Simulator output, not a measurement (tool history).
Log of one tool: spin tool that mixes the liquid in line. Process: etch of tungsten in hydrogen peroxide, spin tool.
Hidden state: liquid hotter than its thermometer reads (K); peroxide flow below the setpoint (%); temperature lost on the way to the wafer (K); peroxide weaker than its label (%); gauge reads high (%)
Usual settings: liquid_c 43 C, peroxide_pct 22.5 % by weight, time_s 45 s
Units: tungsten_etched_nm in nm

run	hour	liquid_c	peroxide_pct	time_s	wafers since the last listed run	hours since the thermometer was replaced	hours since the peroxide flow meter was replaced	hours since the heated supply line was repaired	hours since the drum of peroxide was connected	hours since the gauge calibration	read-back film thickness of the tungsten reference wafer, read on the same gauge (nm)	tungsten_etched_nm
1	0	43	22.5	45	0	1509.3	18.2	2568.5	221.5	2118.8	109.96	44.97
2	31.3	43	22.5	45	283	1540.6	49.5	2599.8	252.8	2150.1	110.01	44.99
3	84	40.5	22.5	45	477	1593.3	102.2	2652.5	305.5	2202.8	110	37.98
4	111.3	40.5	22.5	45	247	1620.6	129.5	2679.8	332.8	2230.1	110.01	37.9
5	208.3	43	22.5	45	878	1717.6	226.5	2776.8	429.8	2327.1	109.97	44.09
# hour 258.2: gauge calibrated
6	265.3	52.5	22.5	45	516	1774.6	283.5	2833.8	486.8	7.1	109.99	80.68
7	322.9	43	22.5	45	521	1832.2	341.1	2891.4	544.4	64.7	109.97	43.73
8	347.7	34	25.5	60	224	1857	365.9	2916.2	569.2	89.5	110	34.55
9	376.7	52	29	55	262	1886	394.9	2945.2	598.2	118.5	110.02	106.28
# hour 409.2: heated supply line repaired
10	416.3	47.5	27.5	35	349	1925.6	434.5	7.1	637.8	158.1	110.01	54.42
11	451.7	37.5	16	65	320	1961	469.9	42.5	673.2	193.5	110	40.51
12	491.3	40.5	22.5	45	358	2000.6	509.5	82.1	712.8	233.1	110.02	40.87
# hour 620.6: thermometer replaced
13	626.4	47.5	26	55	1214	5.8	644.6	217.2	847.9	368.2	109.99	82.02
14	687.2	38.5	27.5	35	550	66.6	705.4	278	908.7	429	110.02	30.49
15	751.9	43	22.5	45	585	131.3	770.1	342.7	973.4	493.7	110.01	46.48
16	787.6	43	22.5	45	323	167	805.8	378.4	1009.1	529.4	109.98	46.43
# hour 814.1: new drum of peroxide connected
17	859.3	37.5	26	60	640	238.7	877.5	450.1	45.2	601.1	109.99	48.23
18	901.6	34.5	16	35	383	281	919.8	492.4	87.5	643.4	109.98	17.88
19	928.2	43	27.5	25	240	307.6	946.4	519	114.1	670	110.01	29.42
20	985.8	43	22.5	45	521	365.2	1004	576.6	171.7	727.6	110.01	47.96
21	1020.6	46.5	22.5	45	315	400	1038.8	611.4	206.5	762.4	110.01	58.88
# hour 1023.2: peroxide flow meter replaced
22	1048.7	43	22.5	45	245	428.1	25.5	639.5	234.6	790.5	110	48.07
23	1084.8	43	22.5	45	326	464.2	61.6	675.6	270.7	826.6	110.01	47.93
24	1148.2	43	22.5	45	574	527.6	125	739	334.1	890	110.02	47.45
25	1195.1	43	25.5	50	424	574.5	171.9	785.9	381	936.9	109.98	55.29
26	1244.6	52	20	55	448	624	221.4	835.4	430.5	986.4	110	94.57
27	1297.1	43	16	45	475	676.5	273.9	887.9	483	1038.9	110	39.66

The same runs without the tool's hidden state, with the same run-to-run variation:
run	tungsten_etched_nm
1	49.47
2	49.59
3	42.09
4	42.08
5	49.23
6	89.98
7	49.25
8	39.2
9	119.56
10	55.99
11	41.8
12	42.29
13	85.68
14	32.01
15	49.05
16	49.1
17	49.23
18	18.31
19	30.16
20	49.37
21	60.75
22	49.71
23	49.7
24	49.43
25	57.82
26	99.08
27	41.78
